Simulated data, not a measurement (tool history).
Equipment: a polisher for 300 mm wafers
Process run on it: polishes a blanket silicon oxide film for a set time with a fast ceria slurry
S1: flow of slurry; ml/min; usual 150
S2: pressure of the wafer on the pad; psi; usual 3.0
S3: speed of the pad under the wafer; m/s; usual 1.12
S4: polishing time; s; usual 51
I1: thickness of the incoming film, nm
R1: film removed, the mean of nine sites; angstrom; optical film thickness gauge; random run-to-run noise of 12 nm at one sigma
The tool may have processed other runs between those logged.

Run 1, day 0.000: usual settings but S3 1.00 m/s; I1 2988.5. Result: R1 9665 angstrom.
Run 2, day 1.700: usual settings but S1 110 ml/min; I1 2995.6. Result: R1 10178 angstrom.
Run 3, day 3.758: usual settings but S1 110 ml/min; I1 2942.4. Result: R1 10385 angstrom.
Run 4, day 5.908: usual settings; I1 2998.0. Result: R1 11310 angstrom.
At day 6.388: worn pad replaced by a new one.
Run 5, day 7.354: usual settings; I1 2937.0. Result: R1 11353 angstrom.
Run 6, day 8.525: usual settings; I1 2972.2. Result: R1 11234 angstrom.
Run 7, day 9.962: usual settings but S3 1.38 m/s; I1 2985.9. Result: R1 14191 angstrom.
At day 10.767: head pressure recalibrated.
At day 11.433: slurry nozzle cleaned.
Run 8, day 12.438: usual settings but S3 1.38 m/s; I1 2970.5. Result: R1 13546 angstrom.
Run 9, day 13.517: usual settings but S2 3.2 psi; I1 2936.2. Result: R1 11805 angstrom.
Run 10, day 16.017: usual settings but S1 130 ml/min; I1 2986.0. Result: R1 10841 angstrom.
Run 11, day 17.442: usual settings but S1 130 ml/min; I1 2953.5. Result: R1 10988 angstrom.
Run 12, day 19.404: usual settings but S1 130 ml/min; I1 2974.8. Result: R1 10959 angstrom.
Run 13, day 22.050: usual settings; I1 3012.8. Result: R1 11718 angstrom.
Run 14, day 24.892: usual settings but S1 110 ml/min, S2 3.8 psi, S4 64 s; I1 2920.9. Result: R1 17418 angstrom.
Run 15, day 26.208: usual settings but S1 110 ml/min, S3 1.30 m/s, S4 39 s; I1 3026.9. Result: R1 9773 angstrom.
At day 27.188: head pressure recalibrated.
At day 27.454: worn pad replaced by a new one.
Run 16, day 29.067: usual settings; I1 2976.5. Result: R1 11196 angstrom.
Run 17, day 30.658: usual settings but S1 115 ml/min, S2 3.5 psi; I1 2961.9. Result: R1 11992 angstrom.
At day 31.817: slurry nozzle cleaned.
Run 18, day 32.371: usual settings but S2 2.7 psi, S3 0.82 m/s, S4 65 s; I1 2979.5. Result: R1 9601 angstrom.
Run 19, day 34.567: usual settings but S2 3.5 psi; I1 2996.2. Result: R1 13294 angstrom.
Run 20, day 37.196: usual settings; I1 3023.3. Result: R1 11420 angstrom.
Run 21, day 39.596: usual settings but S1 180 ml/min; I1 2960.4. Result: R1 11714 angstrom.
Run 22, day 41.312: usual settings; I1 2937.1. Result: R1 11817 angstrom.
Run 23, day 42.454: usual settings but S1 135 ml/min, S2 3.3 psi, S3 1.32 m/s, S4 66 s; I1 2957.2. Result: R1 19305 angstrom.
At day 44.596: head pressure recalibrated.
Run 24, day 45.279: usual settings but S3 0.96 m/s, S4 59 s; I1 2953.8. Result: R1 10818 angstrom.
At day 45.929: worn pad replaced by a new one.
Run 25, day 46.758: usual settings but S1 135 ml/min, S2 3.5 psi, S4 45 s; I1 2954.6. Result: R1 11088 angstrom.
Run 26, day 48.746: usual settings but S3 0.98 m/s; I1 2977.5. Result: R1 9669 angstrom.
At day 50.075: slurry nozzle cleaned.
Run 27, day 50.642: usual settings but S3 1.38 m/s; I1 2976.4. Result: R1 13803 angstrom.
Run 28, day 51.650: usual settings but S2 2.7 psi, S3 0.82 m/s, S4 65 s; I1 2986.1. Result: R1 9585 angstrom.
Run 29, day 58.762: usual settings but S1 175 ml/min, S2 3.4 psi, S3 1.46 m/s; I1 2923.0. Result: R1 17836 angstrom.
Run 30, day 61.183: usual settings but S4 67 s; I1 2937.2. Result: R1 15401 angstrom.
Run 31, day 62.746: usual settings but S1 185 ml/min, S2 3.8 psi; I1 2969.5. Result: R1 15624 angstrom.
Run 32, day 64.021: usual settings but S2 3.8 psi, S3 1.46 m/s, S4 45 s; I1 3030.8. Result: R1 17338 angstrom.
At day 65.883: head pressure recalibrated.
At day 66.579: worn pad replaced by a new one.
Run 33, day 66.962: usual settings but S3 1.48 m/s; I1 2995.5. Result: R1 14140 angstrom.
At day 67.375: slurry nozzle cleaned.
Run 34, day 69.429: usual settings but S1 105 ml/min, S2 3.7 psi, S3 0.92 m/s, S4 39 s; I1 3003.8. Result: R1 7734 angstrom.
Run 35, day 71.888: usual settings but S3 1.24 m/s, S4 40 s; I1 2952.5. Result: R1 9436 angstrom.
Run 36, day 73.683: usual settings; I1 3008.0. Result: R1 11163 angstrom.

Alternative continuations, all from the tool just after run 36; predict every row:
Run A, day 73.700: usual settings but S2 3.3 psi; I1 3013.3. Result: R1 ?.
Run B, day 73.700: usual settings but S2 2.3 psi, S4 45 s; I1 3013.3. Result: R1 ?.
Run C, day 73.700: usual settings but S3 0.78 m/s, S4 37 s; I1 3013.3. Result: R1 ?.
Run D, day 73.700: usual settings but S1 125 ml/min, S2 3.9 psi, S3 1.24 m/s; I1 3013.3. Result: R1 ?.
Run E, day 73.700: usual settings but S1 105 ml/min, S4 69 s; I1 3013.3. Result: R1 ?.

run     R1
  A  12227
  B   7520
  C   5616
  D  15399
  E  13841
With the hidden condition removed and each run's random variation left untouched, the same runs would have given:
run     R1
  A  11860
  B   7293
  C   5447
  D  14936
  E  13424
